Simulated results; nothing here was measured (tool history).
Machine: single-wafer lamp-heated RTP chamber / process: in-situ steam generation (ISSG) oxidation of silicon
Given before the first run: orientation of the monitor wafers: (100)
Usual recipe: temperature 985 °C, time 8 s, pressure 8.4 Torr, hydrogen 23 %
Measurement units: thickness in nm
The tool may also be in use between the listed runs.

| run | hour | temperature | time | pressure | hydrogen | read-back reference wafer on the same gauge, thickness | thickness |
|---|---|---|---|---|---|---|---|
| 1 | 0 | 978 | 8 | 8.4 | 23 | 4.11 | 3.61 |
| 2 | 142.5 | 985 | 8 | 8.4 | 23 | 4.116 | 3.771 |
| 3 | 197.4 | 985 | 8 | 8.4 | 23 | 4.113 | 3.754 |
|  | 252.7 | pyrometer window cleaned and pyrometer calibrated |
| 4 | 286.3 | 985 | 8 | 8.4 | 23 | 4.1 | 3.732 |
| 5 | 352.3 | 985 | 8 | 8.4 | 23 | 4.105 | 3.678 |
| 6 | 460.3 | 985 | 8 | 8.4 | 23 | 4.103 | 3.735 |
| 7 | 555.6 | 995 | 8 | 9.3 | 23 | 4.117 | 3.754 |
| 8 | 636.4 | 985 | 8 | 8.4 | 23 | 4.109 | 3.774 |
|  | 702.9 | pyrometer window cleaned and pyrometer calibrated |
| 9 | 703.4 | 985 | 8 | 8.4 | 23 | 4.11 | 3.744 |
|  | 729.5 | pressure gauge zeroed |
| 10 | 917 | 985 | 7 | 8.4 | 23 | 4.118 | 3.531 |
|  | 994.7 | gauge calibrated |
| 11 | 1009.6 | 985 | 7 | 8.4 | 23 | 4.106 | 3.562 |
| 12 | 1051.3 | 985 | 8 | 8.4 | 23 | 4.122 | 3.753 |
| 13 | 1117.7 | 985 | 8 | 8.4 | 23 | 4.114 | 3.754 |
| 14 | 1160.6 | 985 | 8 | 8.4 | 23 | 4.107 | 3.782 |
| 15 | 1200.1 | 985 | 11 | 7.3 | 30 | 4.107 | 4.626 |
|  | 1222.3 | pyrometer window cleaned and pyrometer calibrated |
| 16 | 1251 | 985 | 11 | 8.4 | 23 | 4.111 | 4.194 |
| 17 | 1295 | 985 | 10 | 9.6 | 16 | 4.124 | 3.629 |
|  | 1336.4 | hydrogen flow controller replaced |
| 18 | 1361.4 | 985 | 8 | 6.9 | 23 | 4.115 | 3.674 |
| 19 | 1464.9 | 967 | 8 | 8.4 | 23 | 4.108 | 3.582 |
| 20 | 1535.7 | 972 | 10 | 8.9 | 23 | 4.107 | 3.909 |
| 21 | 1604.2 | 996 | 8 | 8.4 | 23 | 4.12 | 3.875 |
| 22 | 1640.7 | 970 | 8 | 7.2 | 27 | 4.11 | 3.804 |
| 23 | 1726.8 | 985 | 11 | 7.2 | 23 | 4.114 | 4.333 |
|  | 1761.2 | pyrometer window cleaned and pyrometer calibrated |
| 24 | 1810.7 | 975 | 8 | 9.6 | 20 | 4.111 | 3.409 |
| 25 | 1853.9 | 978 | 8 | 8.4 | 23 | 4.103 | 3.627 |
| 26 | 1941.1 | 985 | 5 | 8.4 | 23 | 4.112 | 3.11 |
| 27 | 2033.8 | 985 | 8 | 8.4 | 23 | 4.111 | 3.726 |
| 28 | 2131 | 977 | 8 | 7 | 23 | 4.102 | 3.681 |
| 29 | 2301.3 | 1001 | 5 | 9.6 | 19 | 4.094 | 3.087 |
|  | 2324.7 | pyrometer window cleaned and pyrometer calibrated |
| 30 | 2358.3 | 979 | 5 | 7.9 | 26 | 4.103 | 3.162 |
| 31 | 2451.8 | 985 | 8 | 8.4 | 23 | 4.11 | 3.719 |

Below are 4 alternative next runs, each starting from the tool's condition after run 31. Predict each:
| A | 2452.3 | 985 | 8 | 8.4 | 23 | ? | ? |
| B | 2452.3 | 985 | 8 | 8.4 | 19 | ? | ? |
| C | 2452.3 | 992 | 8 | 8.4 | 23 | ? | ? |
| D | 2452.3 | 990 | 11 | 9 | 23 | ? | ? |

| run | read-back reference wafer on the same gauge, thickness | thickness |
|---|---|---|
| A | 4.109 | 3.683 |
| B | 4.109 | 3.503 |
| C | 4.109 | 3.753 |
| D | 4.109 | 4.214 |
With the hidden condition removed and each run's random variation left untouched, the same runs would have given:
| run | thickness |
|---|---|
| A | 3.672 |
| B | 3.493 |
| C | 3.742 |
| D | 4.2 |

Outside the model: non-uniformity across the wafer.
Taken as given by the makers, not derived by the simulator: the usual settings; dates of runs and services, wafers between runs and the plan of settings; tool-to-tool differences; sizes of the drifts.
